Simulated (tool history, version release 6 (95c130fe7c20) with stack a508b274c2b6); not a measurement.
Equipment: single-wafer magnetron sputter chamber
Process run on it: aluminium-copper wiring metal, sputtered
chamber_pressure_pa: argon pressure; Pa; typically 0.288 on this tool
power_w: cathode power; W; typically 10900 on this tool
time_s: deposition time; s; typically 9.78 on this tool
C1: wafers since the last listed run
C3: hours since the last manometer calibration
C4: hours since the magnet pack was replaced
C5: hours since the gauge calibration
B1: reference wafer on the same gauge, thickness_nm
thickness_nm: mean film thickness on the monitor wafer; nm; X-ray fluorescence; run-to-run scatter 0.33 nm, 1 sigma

run 1 day=0 | chamber_pressure_pa=0.229 power_w=10900 time_s=9.78 | C1=0 wafers_on_the_sputter_target=4038 C3=1169.8 C4=13481.4 C5=97 | B1=258.877 | thickness_nm=218.094
-- day=0.288 sputter target and shields replaced
run 2 day=0.4 | chamber_pressure_pa=0.288 power_w=10900 time_s=9.78 | C1=95 wafers_on_the_sputter_target=95 C3=1179.4 C4=13491 C5=106.6 | B1=258.989 | thickness_nm=211.626
run 3 day=0.892 | chamber_pressure_pa=0.288 power_w=10900 time_s=9.78 | C1=422 wafers_on_the_sputter_target=517 C3=1191.2 C4=13502.8 C5=118.4 | B1=259.097 | thickness_nm=211.605
run 4 day=1.579 | chamber_pressure_pa=0.288 power_w=10900 time_s=10.51 | C1=590 wafers_on_the_sputter_target=1108 C3=1207.7 C4=13519.3 C5=134.9 | B1=258.992 | thickness_nm=226.609
-- day=3.588 magnet pack replaced
-- day=3.908 capacitance manometer re-zeroed and calibrated
run 5 day=3.929 | chamber_pressure_pa=0.288 power_w=10900 time_s=10.51 | C1=1458 wafers_on_the_sputter_target=2566 C3=0.5 C4=8.2 C5=191.3 | B1=259.128 | thickness_nm=230.303
run 6 day=3.942 | chamber_pressure_pa=0.288 power_w=11650 time_s=9.78 | C1=10 wafers_on_the_sputter_target=2577 C3=0.8 C4=8.5 C5=191.6 | B1=259.002 | thickness_nm=229.075
-- day=4.433 sputter target and shields replaced
run 7 day=4.483 | chamber_pressure_pa=0.288 power_w=10900 time_s=9.78 | C1=178 wafers_on_the_sputter_target=42 C3=13.8 C4=21.5 C5=204.6 | B1=258.953 | thickness_nm=216.886
run 8 day=4.833 | chamber_pressure_pa=0.288 power_w=9050 time_s=9.78 | C1=300 wafers_on_the_sputter_target=342 C3=22.2 C4=29.9 C5=213 | B1=259.007 | thickness_nm=179.095
run 9 day=5.246 | chamber_pressure_pa=0.288 power_w=9050 time_s=9.78 | C1=354 wafers_on_the_sputter_target=696 C3=32.1 C4=39.8 C5=222.9 | B1=259.037 | thickness_nm=179.371
run 10 day=5.592 | chamber_pressure_pa=0.288 power_w=10900 time_s=9.78 | C1=296 wafers_on_the_sputter_target=993 C3=40.4 C4=48.1 C5=231.2 | B1=258.906 | thickness_nm=215.556
run 11 day=6.788 | chamber_pressure_pa=0.288 power_w=10900 time_s=11.3 | C1=1026 wafers_on_the_sputter_target=2020 C3=69.1 C4=76.8 C5=259.9 | B1=258.939 | thickness_nm=247.551
-- day=7.775 gauge calibrated
-- day=8.762 sputter target and shields replaced
run 12 day=9.012 | chamber_pressure_pa=0.239 power_w=10900 time_s=11.57 | C1=1624 wafers_on_the_sputter_target=214 C3=122.5 C4=130.2 C5=29.7 | B1=258.972 | thickness_nm=263.41
run 13 day=9.733 | chamber_pressure_pa=0.21 power_w=9600 time_s=9 | C1=618 wafers_on_the_sputter_target=833 C3=139.8 C4=147.5 C5=47 | B1=259.036 | thickness_nm=183.966
run 14 day=10.158 | chamber_pressure_pa=0.288 power_w=10900 time_s=9.78 | C1=364 wafers_on_the_sputter_target=1198 C3=150 C4=157.7 C5=57.2 | B1=259.036 | thickness_nm=213.972
run 15 day=10.462 | chamber_pressure_pa=0.376 power_w=13100 time_s=10.64 | C1=261 wafers_on_the_sputter_target=1459 C3=157.3 C4=165 C5=64.5 | B1=259.036 | thickness_nm=261.834
run 16 day=10.871 | chamber_pressure_pa=0.288 power_w=10900 time_s=9.78 | C1=350 wafers_on_the_sputter_target=1810 C3=167.1 C4=174.8 C5=74.3 | B1=259.122 | thickness_nm=212.654
run 17 day=11.154 | chamber_pressure_pa=0.327 power_w=13250 time_s=11.57 | C1=243 wafers_on_the_sputter_target=2053 C3=173.9 C4=181.6 C5=81.1 | B1=259.016 | thickness_nm=297.159
run 18 day=11.888 | chamber_pressure_pa=0.288 power_w=12650 time_s=9.78 | C1=629 wafers_on_the_sputter_target=2683 C3=191.5 C4=199.2 C5=98.7 | B1=258.867 | thickness_nm=246.454

Exercise: give the hidden state of the tool at every run:
gauge reads high (%): 0 across all the runs
H1: deposition rate above that of a new target (%)
H2: true argon pressure above the setpoint (%)
run=1 H1=-1.81 H2=15.3
run=2 H1=-0.106 H2=15.3
run=3 H1=-0.294 H2=15.3
run=4 H1=-0.557 H2=15.3
run=5 H1=-1.45 H2=2.21
run=6 H1=-1.46 H2=2.22
run=7 H1=-0.168 H2=2.7
run=8 H1=-0.302 H2=3
run=9 H1=-0.459 H2=3.35
run=10 H1=-0.591 H2=3.64
run=11 H1=-1.05 H2=4.58
run=12 H1=-0.231 H2=6.18
run=13 H1=-0.507 H2=6.66
run=14 H1=-0.669 H2=6.93
run=15 H1=-0.785 H2=7.12
run=16 H1=-0.942 H2=7.37
run=17 H1=-1.05 H2=7.54
run=18 H1=-1.33 H2=7.97
